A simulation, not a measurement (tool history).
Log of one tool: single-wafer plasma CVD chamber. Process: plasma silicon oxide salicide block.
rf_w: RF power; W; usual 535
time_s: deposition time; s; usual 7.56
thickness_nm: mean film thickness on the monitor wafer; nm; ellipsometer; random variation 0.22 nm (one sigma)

| run | hour | rf_w | time_s | read-back reference wafer on the same gauge, thickness_nm | thickness_nm |
|---|---|---|---|---|---|
| 1 | 0.0 | 535 | 7.56 | 83.744 | 72.074 |
| 2 | 72.3 | 535 | 6.46 | 83.756 | 62.034 |
| 3 | 110.5 | 535 | 7.56 | 83.680 | 72.418 |
| 4 | 146.6 | 535 | 7.56 | 83.622 | 72.452 |
| 5 | 220.1 | 535 | 7.56 | 83.662 | 72.035 |
| 6 | 311.1 | 535 | 7.56 | 83.635 | 72.676 |
| 7 | 351.8 | 535 | 7.56 | 83.723 | 72.666 |
| 8 | 418.4 | 505 | 7.56 | 83.626 | 71.116 |
| 9 | 460.9 | 505 | 7.56 | 83.797 | 71.368 |
| 10 | 507.9 | 600 | 7.56 | 83.670 | 74.189 |
| 11 | 568.6 | 600 | 7.56 | 83.700 | 74.559 |
| 12 | 674.8 | 600 | 7.56 | 83.661 | 74.554 |
| 13 | 755.4 | 535 | 8.42 | 83.679 | 80.693 |
| 14 | 855.7 | 535 | 8.42 | 83.627 | 80.889 |
| 15 | 916.6 | 535 | 7.56 | 83.825 | 72.548 |
| 16 | 1008.1 | 535 | 7.56 | 83.694 | 72.505 |
| 17 | 1105.1 | 535 | 7.56 | 83.750 | 72.284 |
|  | 1124.0 | RF generator calibrated |
| 18 | 1144.9 | 575 | 7.56 | 83.703 | 75.135 |
| 19 | 1244.3 | 485 | 6.68 | 83.644 | 63.479 |
| 20 | 1322.8 | 535 | 7.56 | 83.758 | 73.387 |
|  | 1355.8 | showerhead replaced, of another model than before |
| 21 | 1366.1 | 585 | 7.56 | 83.661 | 75.470 |
| 22 | 1431.0 | 470 | 7.56 | 83.693 | 70.162 |
| 23 | 1516.2 | 505 | 7.56 | 83.665 | 71.753 |
| 24 | 1596.3 | 510 | 6.57 | 83.724 | 62.403 |
| 25 | 1651.0 | 580 | 8.02 | 83.713 | 79.548 |
| 26 | 1723.1 | 535 | 7.56 | 83.606 | 72.918 |
|  | 1754.4 | gauge calibrated |
| 27 | 1801.3 | 535 | 7.56 | 83.665 | 72.705 |
| 28 | 1880.3 | 630 | 7.03 | 83.717 | 71.123 |
| 29 | 1923.6 | 465 | 7.56 | 83.814 | 69.379 |
| 30 | 1969.6 | 505 | 6.84 | 83.694 | 64.343 |
| 31 | 2064.3 | 535 | 7.56 | 83.654 | 72.664 |
| 32 | 2136.5 | 535 | 8.27 | 83.588 | 79.012 |
| 33 | 2238.0 | 595 | 7.56 | 83.748 | 75.251 |
| 34 | 2345.2 | 535 | 7.56 | 83.794 | 71.995 |
| 35 | 2398.9 | 615 | 6.70 | 83.651 | 66.802 |

What the log doesn't show, run by run:
gauge reads high (%): 0 in every run
H1: delivered RF power above the setpoint (%)
| run | H1 |
|---|---|
| 1 | -7.68 |
| 2 | -7.78 |
| 3 | -7.83 |
| 4 | -7.88 |
| 5 | -7.96 |
| 6 | -8.06 |
| 7 | -8.1 |
| 8 | -8.16 |
| 9 | -8.2 |
| 10 | -8.24 |
| 11 | -8.29 |
| 12 | -8.36 |
| 13 | -8.41 |
| 14 | -8.47 |
| 15 | -8.5 |
| 16 | -8.55 |
| 17 | -8.59 |
| 18 | -0.524 |
| 19 | -1.43 |
| 20 | -2.07 |
| 21 | -2.4 |
| 22 | -2.86 |
| 23 | -3.42 |
| 24 | -3.9 |
| 25 | -4.2 |
| 26 | -4.57 |
| 27 | -4.93 |
| 28 | -5.27 |
| 29 | -5.44 |
| 30 | -5.61 |
| 31 | -5.94 |
| 32 | -6.17 |
| 33 | -6.46 |
| 34 | -6.73 |
| 35 | -6.85 |

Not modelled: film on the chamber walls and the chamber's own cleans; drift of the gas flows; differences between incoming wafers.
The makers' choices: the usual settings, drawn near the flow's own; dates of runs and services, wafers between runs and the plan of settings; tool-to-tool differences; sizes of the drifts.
